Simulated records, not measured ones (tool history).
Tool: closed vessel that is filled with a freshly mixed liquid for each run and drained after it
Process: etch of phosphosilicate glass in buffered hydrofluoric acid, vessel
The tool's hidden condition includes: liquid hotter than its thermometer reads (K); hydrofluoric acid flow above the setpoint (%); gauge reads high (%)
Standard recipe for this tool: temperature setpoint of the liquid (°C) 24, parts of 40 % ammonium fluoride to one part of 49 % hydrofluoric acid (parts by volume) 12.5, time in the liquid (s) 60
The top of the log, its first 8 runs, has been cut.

run	hour	temperature setpoint of the liquid (°C)	parts of 40 % ammonium fluoride to one part of 49 % hydrofluoric acid (parts by volume)	time in the liquid (s)	wafers since the last listed run	hours since the thermometer was replaced	hours since the hydrofluoric acid flow meter was replaced	hours since the gauge calibration	read-back film thickness of the phosphosilicate glass reference wafer, read on the same gauge (nm)	thickness taken off the phosphosilicate glass on a monitor wafer (nm)
9	92.7	26.5	16	60	1168	80.3	1837.9	74.4	79.99	209.53
10	99.7	28.5	8.5	80	860	87.3	1844.9	81.4	80.01	555.43
11	113.3	21.5	16.5	60	1672	100.9	1858.5	95	79.97	150.55
12	120.2	24	12.5	60	848	107.8	1865.4	101.9	79.98	229.32
13	137.6	24	12.5	60	2139	125.2	1882.8	119.3	80.03	229.46
14	144.7	24	12.5	40	873	132.3	1889.9	126.4	79.99	154.12
15	151.1	27.5	9.5	40	787	138.7	1896.3	132.8	80	236.57
16	165.4	24	9	95	1758	153	1910.6	147.1	80	481.83
17	181.9	24	9.5	80	2029	169.5	1927.1	163.6	80.01	393.78
18	189.8	24	12.5	60	971	177.4	1935	171.5	80.01	231.08
19	207.8	20	15	50	2213	195.4	1953	189.5	80	128.12
20	216.7	20	12.5	60	1094	204.3	1961.9	198.4	80.01	185.58
21	223.3	29	15	75	811	210.9	1968.5	205	80.02	314.26
22	233.9	28	15.5	70	1303	221.5	1979.1	215.6	80.02	271.11
23	244	24	12.5	45	1242	231.6	1989.2	225.7	79.98	174.09
# hour 250.3: hydrofluoric acid flow meter replaced
24	259.5	20	12.5	60	1783	247.1	9.2	241.2	80.03	184.49
25	275.5	27.5	12.5	60	1967	263.1	25.2	257.2	80	277.18
26	283.7	28.5	12.5	60	1008	271.3	33.4	265.4	79.96	292.39
27	300.3	24	16	70	2041	287.9	50	282	80.01	211.79
28	306.4	24	12.5	60	750	294	56.1	288.1	80.01	228.97
# hour 315.2: gauge calibrated
29	323.6	26.5	16.5	80	2115	311.2	73.3	8.4	79.99	267.55
30	333	26	8	45	1156	320.6	82.7	17.8	80	293.01
31	339.4	26	14	75	787	327	89.1	24.2	79.98	288.99
32	350.9	24	10.5	80	1414	338.5	100.6	35.7	80.05	362.16

Consider 4 possible next runs. They are alternatives, not a sequence: every one starts from the tool as it was left by run 32. What does each give?
A	351.6	24	12.5	70	86	339.2	101.3	36.4	?	?
B	351.6	26	9	45	86	339.2	101.3	36.4	?	?
C	351.6	24	15	90	86	339.2	101.3	36.4	?	?
D	351.6	28	9	40	86	339.2	101.3	36.4	?	?

run	read-back film thickness of the phosphosilicate glass reference wafer, read on the same gauge (nm)	thickness taken off the phosphosilicate glass on a monitor wafer (nm)
A	80	266.9
B	80	253.97
C	80	286.98
D	80	251.22
The same runs, with their run-to-run variation unchanged, on a tool lacking any hidden condition would have given:
run	thickness taken off the phosphosilicate glass on a monitor wafer (nm)
A	266.9
B	253.97
C	286.98
D	251.22
